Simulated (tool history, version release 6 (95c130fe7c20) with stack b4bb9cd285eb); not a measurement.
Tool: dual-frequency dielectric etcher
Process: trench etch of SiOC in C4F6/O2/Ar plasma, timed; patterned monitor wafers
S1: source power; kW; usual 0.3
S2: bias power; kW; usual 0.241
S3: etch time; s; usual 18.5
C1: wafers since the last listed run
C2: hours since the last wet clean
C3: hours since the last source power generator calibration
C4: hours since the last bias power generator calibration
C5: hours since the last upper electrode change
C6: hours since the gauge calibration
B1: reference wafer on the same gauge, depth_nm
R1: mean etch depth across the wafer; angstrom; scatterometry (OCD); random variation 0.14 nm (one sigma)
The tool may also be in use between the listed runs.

{"run": 1, "day": 0.0, "S1": 0.3, "S2": 0.241, "S3": 18.5, "C1": 0, "C2": 40, "C3": 1839.8, "C4": 4032.9, "C5": 1145.3, "C6": 393.6, "B1": 37.4, "R1": 358.1}
{"run": 2, "day": 3.221, "S1": 0.3, "S2": 0.241, "S3": 18.5, "C1": 1161, "C2": 117.3, "C3": 1917.1, "C4": 4110.2, "C5": 1222.6, "C6": 470.9, "B1": 37.4, "R1": 355.8}
{"run": 3, "day": 5.462, "S1": 0.24, "S2": 0.199, "S3": 18.5, "C1": 808, "C2": 171.1, "C3": 1970.9, "C4": 4164, "C5": 1276.4, "C6": 524.7, "B1": 37.38, "R1": 294.8}
{"run": 4, "day": 8.929, "S1": 0.3, "S2": 0.241, "S3": 18.5, "C1": 1250, "C2": 254.3, "C3": 2054.1, "C4": 4247.2, "C5": 1359.6, "C6": 607.9, "B1": 37.4, "R1": 358.6}
{"run": 5, "day": 12.967, "S1": 0.3, "S2": 0.241, "S3": 18.5, "C1": 1456, "C2": 351.2, "C3": 2151, "C4": 4344.1, "C5": 1456.5, "C6": 704.8, "B1": 37.4, "R1": 356.4}
{"run": 6, "day": 15.567, "S1": 0.27, "S2": 0.285, "S3": 18.5, "C1": 937, "C2": 413.6, "C3": 2213.4, "C4": 4406.5, "C5": 1518.9, "C6": 767.2, "B1": 37.41, "R1": 360.9}
{"run": 7, "day": 18.083, "S1": 0.37, "S2": 0.192, "S3": 22, "C1": 907, "C2": 474, "C3": 2273.8, "C4": 4466.9, "C5": 1579.3, "C6": 827.6, "B1": 37.4, "R1": 439.2}
{"run": 8, "day": 20.696, "S1": 0.33, "S2": 0.241, "S3": 21, "C1": 942, "C2": 536.7, "C3": 2336.5, "C4": 4529.6, "C5": 1642, "C6": 890.3, "B1": 37.38, "R1": 427}
{"run": 9, "day": 23.65, "S1": 0.25, "S2": 0.241, "S3": 18.5, "C1": 1065, "C2": 607.6, "C3": 2407.4, "C4": 4600.5, "C5": 1712.9, "C6": 961.2, "B1": 37.4, "R1": 327}
{"day": 23.871, "done": "source power generator calibrated"}
{"day": 24.333, "done": "bias power generator calibrated"}
{"run": 10, "day": 25.908, "S1": 0.25, "S2": 0.241, "S3": 18.5, "C1": 694, "C2": 661.8, "C3": 48.9, "C4": 37.8, "C5": 1767.1, "C6": 1015.4, "B1": 37.38, "R1": 333.7}
{"run": 11, "day": 28.579, "S1": 0.34, "S2": 0.284, "S3": 20.5, "C1": 963, "C2": 725.9, "C3": 113, "C4": 101.9, "C5": 1831.2, "C6": 1079.5, "B1": 37.43, "R1": 459.8}
{"run": 12, "day": 30.596, "S1": 0.33, "S2": 0.265, "S3": 22.5, "C1": 727, "C2": 774.3, "C3": 161.4, "C4": 150.3, "C5": 1879.6, "C6": 1127.9, "B1": 37.42, "R1": 486.9}
{"day": 32.258, "done": "wet clean of the chamber"}
{"run": 13, "day": 33.921, "S1": 0.28, "S2": 0.2, "S3": 23, "C1": 838, "C2": 39.9, "C3": 241.2, "C4": 230.1, "C5": 1959.4, "C6": 1207.7, "B1": 37.42, "R1": 409.3}
{"run": 14, "day": 38.408, "S1": 0.32, "S2": 0.241, "S3": 18.5, "C1": 1618, "C2": 147.6, "C3": 348.9, "C4": 337.8, "C5": 2067.1, "C6": 1315.4, "B1": 37.36, "R1": 377.3}
{"day": 41.538, "done": "upper electrode replaced"}
{"run": 15, "day": 42.554, "S1": 0.3, "S2": 0.241, "S3": 18.5, "C1": 1134, "C2": 247.1, "C3": 448.4, "C4": 437.3, "C5": 24.4, "C6": 1414.9, "B1": 37.4, "R1": 362}
{"run": 16, "day": 46.121, "S1": 0.3, "S2": 0.241, "S3": 18.5, "C1": 1286, "C2": 332.7, "C3": 534, "C4": 522.9, "C5": 110, "C6": 1500.5, "B1": 37.38, "R1": 368.8}
{"run": 17, "day": 49.942, "S1": 0.25, "S2": 0.186, "S3": 14, "C1": 1378, "C2": 424.4, "C3": 625.7, "C4": 614.6, "C5": 201.7, "C6": 1592.2, "B1": 37.41, "R1": 229.6}
{"run": 18, "day": 53.583, "S1": 0.3, "S2": 0.241, "S3": 18.5, "C1": 1313, "C2": 511.8, "C3": 713.1, "C4": 702, "C5": 289.1, "C6": 1679.6, "B1": 37.4, "R1": 367.9}
{"run": 19, "day": 56.525, "S1": 0.38, "S2": 0.241, "S3": 14.5, "C1": 1061, "C2": 582.4, "C3": 783.7, "C4": 772.6, "C5": 359.7, "C6": 1750.2, "B1": 37.4, "R1": 324.3}
{"run": 20, "day": 59.629, "S1": 0.33, "S2": 0.277, "S3": 16, "C1": 1119, "C2": 656.9, "C3": 858.2, "C4": 847.1, "C5": 434.2, "C6": 1824.7, "B1": 37.38, "R1": 352.7}
{"run": 21, "day": 62.6, "S1": 0.25, "S2": 0.198, "S3": 23, "C1": 1071, "C2": 728.2, "C3": 929.5, "C4": 918.4, "C5": 505.5, "C6": 1896, "B1": 37.41, "R1": 385.7}
{"day": 65.746, "done": "wet clean of the chamber"}
{"run": 22, "day": 65.767, "S1": 0.37, "S2": 0.214, "S3": 14, "C1": 781, "C2": 0.5, "C3": 1005.5, "C4": 994.4, "C5": 581.5, "C6": 1972, "B1": 37.41, "R1": 291.1}
{"run": 23, "day": 67.504, "S1": 0.24, "S2": 0.241, "S3": 18.5, "C1": 626, "C2": 42.2, "C3": 1047.2, "C4": 1036.1, "C5": 623.2, "C6": 2013.7, "B1": 37.39, "R1": 319.1}
{"run": 24, "day": 70.133, "S1": 0.25, "S2": 0.198, "S3": 23, "C1": 948, "C2": 105.3, "C3": 1110.3, "C4": 1099.2, "C5": 686.3, "C6": 2076.8, "B1": 37.4, "R1": 384.3}
{"run": 25, "day": 72.512, "S1": 0.3, "S2": 0.241, "S3": 14, "C1": 858, "C2": 162.4, "C3": 1167.4, "C4": 1156.3, "C5": 743.4, "C6": 2133.9, "B1": 37.43, "R1": 275.3}
{"run": 26, "day": 76.3, "S1": 0.36, "S2": 0.265, "S3": 14, "C1": 1366, "C2": 253.3, "C3": 1258.3, "C4": 1247.2, "C5": 834.3, "C6": 2224.8, "B1": 37.41, "R1": 313}
{"run": 27, "day": 79.75, "S1": 0.3, "S2": 0.241, "S3": 18.5, "C1": 1244, "C2": 336.1, "C3": 1341.1, "C4": 1330, "C5": 917.1, "C6": 2307.6, "B1": 37.42, "R1": 362.9}
{"run": 28, "day": 83.954, "S1": 0.3, "S2": 0.241, "S3": 16.5, "C1": 1516, "C2": 437, "C3": 1442, "C4": 1430.9, "C5": 1018, "C6": 2408.5, "B1": 37.4, "R1": 327.4}
{"run": 29, "day": 88.196, "S1": 0.3, "S2": 0.297, "S3": 18.5, "C1": 1530, "C2": 538.8, "C3": 1543.8, "C4": 1532.7, "C5": 1119.8, "C6": 2510.3, "B1": 37.37, "R1": 394.4}
{"run": 30, "day": 92.104, "S1": 0.3, "S2": 0.241, "S3": 13, "C1": 1409, "C2": 632.6, "C3": 1637.6, "C4": 1626.5, "C5": 1213.6, "C6": 2604.1, "B1": 37.4, "R1": 257.3}

Forecast each of these 4 alternatives for the next run:
{"run": "A", "day": 92.121, "S1": 0.3, "S2": 0.241, "S3": 18.5, "C1": 6, "C2": 633, "C3": 1638, "C4": 1626.9, "C5": 1214, "C6": 2604.5, "B1": "?", "R1": "?"}
{"run": "B", "day": 92.121, "S1": 0.26, "S2": 0.241, "S3": 24, "C1": 6, "C2": 633, "C3": 1638, "C4": 1626.9, "C5": 1214, "C6": 2604.5, "B1": "?", "R1": "?"}
{"run": "C", "day": 92.121, "S1": 0.24, "S2": 0.241, "S3": 17, "C1": 6, "C2": 633, "C3": 1638, "C4": 1626.9, "C5": 1214, "C6": 2604.5, "B1": "?", "R1": "?"}
{"run": "D", "day": 92.121, "S1": 0.3, "S2": 0.192, "S3": 15, "C1": 6, "C2": 633, "C3": 1638, "C4": 1626.9, "C5": 1214, "C6": 2604.5, "B1": "?", "R1": "?"}

run=A B1=37.4 R1=365.2
run=B B1=37.4 R1=439.3
run=C B1=37.4 R1=297.7
run=D B1=37.4 R1=273.1
Without the tool's hidden state the same runs would have given:
run=A R1=360.9
run=B R1=434.1
run=C R1=294.2
run=D R1=269.8
